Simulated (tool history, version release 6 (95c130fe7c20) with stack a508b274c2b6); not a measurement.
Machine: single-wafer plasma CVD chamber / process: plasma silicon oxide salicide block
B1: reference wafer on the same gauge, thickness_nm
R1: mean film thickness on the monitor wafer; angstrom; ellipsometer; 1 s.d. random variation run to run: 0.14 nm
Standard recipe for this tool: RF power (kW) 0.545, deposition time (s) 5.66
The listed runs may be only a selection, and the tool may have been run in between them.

Run 1, hour 0: usual settings but deposition time (s) 6.33; B1 60.22. Result: R1 580.77 angstrom.
Run 2, hour 46.8: usual settings but deposition time (s) 6.33; B1 60.245. Result: R1 585.18 angstrom.
Run 3, hour 76.7: usual settings; B1 60.275. Result: R1 518.02 angstrom.
Run 4, hour 105.5: usual settings; B1 60.373. Result: R1 520.24 angstrom.
Run 5, hour 172: usual settings; B1 60.311. Result: R1 519.98 angstrom.
Run 6, hour 197.1: usual settings; B1 60.276. Result: R1 520.44 angstrom.
Run 7, hour 225.6: usual settings but RF power (kW) 0.525; B1 60.345. Result: R1 515.83 angstrom.
Run 8, hour 261.1: usual settings but RF power (kW) 0.525; B1 60.307. Result: R1 517.97 angstrom.
Run 9, hour 324.8: usual settings; B1 60.271. Result: R1 520.71 angstrom.
Run 10, hour 352.4: usual settings but RF power (kW) 0.575, deposition time (s) 5.95; B1 60.341. Result: R1 547.43 angstrom.
Run 11, hour 477.5: usual settings but RF power (kW) 0.575, deposition time (s) 5.95; B1 60.269. Result: R1 558.07 angstrom.
Run 12, hour 537.1: usual settings but RF power (kW) 0.52, deposition time (s) 5.16; B1 60.348. Result: R1 472.37 angstrom.
Run 13, hour 597.1: usual settings but RF power (kW) 0.52, deposition time (s) 5.16; B1 60.252. Result: R1 472.85 angstrom.
Run 14, hour 624: usual settings but RF power (kW) 0.52, deposition time (s) 5.16; B1 60.272. Result: R1 475.82 angstrom.
Run 15, hour 674.2: usual settings but RF power (kW) 0.46, deposition time (s) 4.72; B1 60.247. Result: R1 423.36 angstrom.
Run 16, hour 708: usual settings but deposition time (s) 6.59; B1 60.306. Result: R1 610.7 angstrom.
Run 17, hour 776.4: usual settings but RF power (kW) 0.475; B1 60.244. Result: R1 510.77 angstrom.
Run 18, hour 827.3: usual settings but RF power (kW) 0.615, deposition time (s) 6.22; B1 60.233. Result: R1 588.9 angstrom.
Run 19, hour 868.2: usual settings; B1 60.317. Result: R1 524.19 angstrom.
Run 20, hour 929.7: usual settings but RF power (kW) 0.515, deposition time (s) 5.07; B1 60.269. Result: R1 464.68 angstrom.
Run 21, hour 999: usual settings but RF power (kW) 0.62, deposition time (s) 6.33; B1 60.349. Result: R1 602.27 angstrom.
Run 22, hour 1047.4: usual settings but RF power (kW) 0.44; B1 60.306. Result: R1 505.05 angstrom.
Run 23, hour 1075.5: usual settings but deposition time (s) 6.3; B1 60.245. Result: R1 583.43 angstrom.
Run 24, hour 1117.5: usual settings; B1 60.322. Result: R1 522.19 angstrom.
Run 25, hour 1177: usual settings but RF power (kW) 0.595, deposition time (s) 5.27; B1 60.271. Result: R1 495.61 angstrom.
Run 26, hour 1224.5: usual settings; B1 60.275. Result: R1 521.09 angstrom.
Run 27, hour 1277.8: usual settings; B1 60.323. Result: R1 522.42 angstrom.
Run 28, hour 1337.5: usual settings; B1 60.311. Result: R1 523.14 angstrom.
Run 29, hour 1376.6: usual settings but RF power (kW) 0.49; B1 60.248. Result: R1 510 angstrom.

Missing from the log above: 4 entries noted between runs. For each, name the pair of listed runs it sits between and say how the tool's hidden condition differs from the listed run just before to the listed run just after:
Logged between run 2 and run 3: gauge calibrated (hour 67.3)
  delivered RF power above the setpoint (%): -4.98 -> -5.21
  what was measured, less what the result would be without the hidden state, R1: -5.4 -> -5.01 angstrom
Logged between run 10 and run 11: RF generator calibrated (hour 424.2)
  delivered RF power above the setpoint (%): -7.67 -> -1.38
  what was measured, less what the result would be without the hidden state, R1: -7.88 -> -1.41 angstrom
Logged between run 14 and run 15: showerhead replaced (hour 650.6)
  delivered RF power above the setpoint (%): -1.51 -> -1.59
  what was measured, less what the result would be without the hidden state, R1: -1.31 -> -1.23 angstrom
Logged between run 17 and run 18: gauge calibrated (hour 793.9)
  delivered RF power above the setpoint (%): -1.8 -> -1.93
  what was measured, less what the result would be without the hidden state, R1: -1.68 -> -2.08 angstrom
